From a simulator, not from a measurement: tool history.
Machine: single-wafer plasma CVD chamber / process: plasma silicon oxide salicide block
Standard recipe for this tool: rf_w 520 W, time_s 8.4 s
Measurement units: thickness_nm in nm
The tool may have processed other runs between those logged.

run,hour,rf_w,time_s,"read-back reference wafer on the same gauge, thickness_nm",thickness_nm
1,0,465,7.97,87.714,73.114
# hour 41.2: gauge calibrated
2,87.3,520,7.22,87.736,68.196
3,160.8,520,7.22,87.648,68.24
4,224.8,520,8.4,87.613,79.358
5,280.7,520,8.4,87.689,79.239
6,333.3,520,8.4,87.67,78.991
7,392.1,520,8.4,87.616,79.098
8,441.9,520,8.4,87.693,79.034
9,506.9,520,8.4,87.679,78.806
# hour 600.2: RF generator calibrated
10,600.7,480,8.03,87.721,73.306
11,654,520,8.4,87.679,78.511
12,696.2,520,8.4,87.667,78.409
13,748.9,605,6.72,87.74,65.161
14,816,440,8.4,87.692,74.508
15,905.1,520,8.4,87.647,77.899
# hour 921.8: RF generator calibrated, repeated, since the last time left the tool worse
16,1002.4,485,7.56,87.69,70.662
17,1079.9,555,8.4,87.703,81.033
18,1168.8,520,8.4,87.753,79.882
# hour 1286.8: gauge calibrated
19,1319.7,520,8.86,87.716,83.776
# hour 1329: showerhead replaced
20,1384.3,470,8.4,87.689,77.562
21,1464.7,625,7.58,87.709,75.327
22,1501.2,520,7.39,87.683,69.82
23,1600,520,8.4,87.719,79.658
24,1704.4,545,7.62,87.71,73.138

Each row is a separate what-if for the run after 24, all from the same tool condition, not one after another. Results?
A,1704.8,520,8.4,?,?
B,1704.8,480,8.4,?,?
C,1704.8,465,7.82,?,?
D,1704.8,600,7.29,?,?

run,"read-back reference wafer on the same gauge, thickness_nm",thickness_nm
A,87.696,79.347
B,87.696,77.658
C,87.696,71.685
D,87.696,71.593
What these runs would have given with no unlogged condition in the tool:
run,thickness_nm
A,80.188
B,78.481
C,72.444
D,72.351

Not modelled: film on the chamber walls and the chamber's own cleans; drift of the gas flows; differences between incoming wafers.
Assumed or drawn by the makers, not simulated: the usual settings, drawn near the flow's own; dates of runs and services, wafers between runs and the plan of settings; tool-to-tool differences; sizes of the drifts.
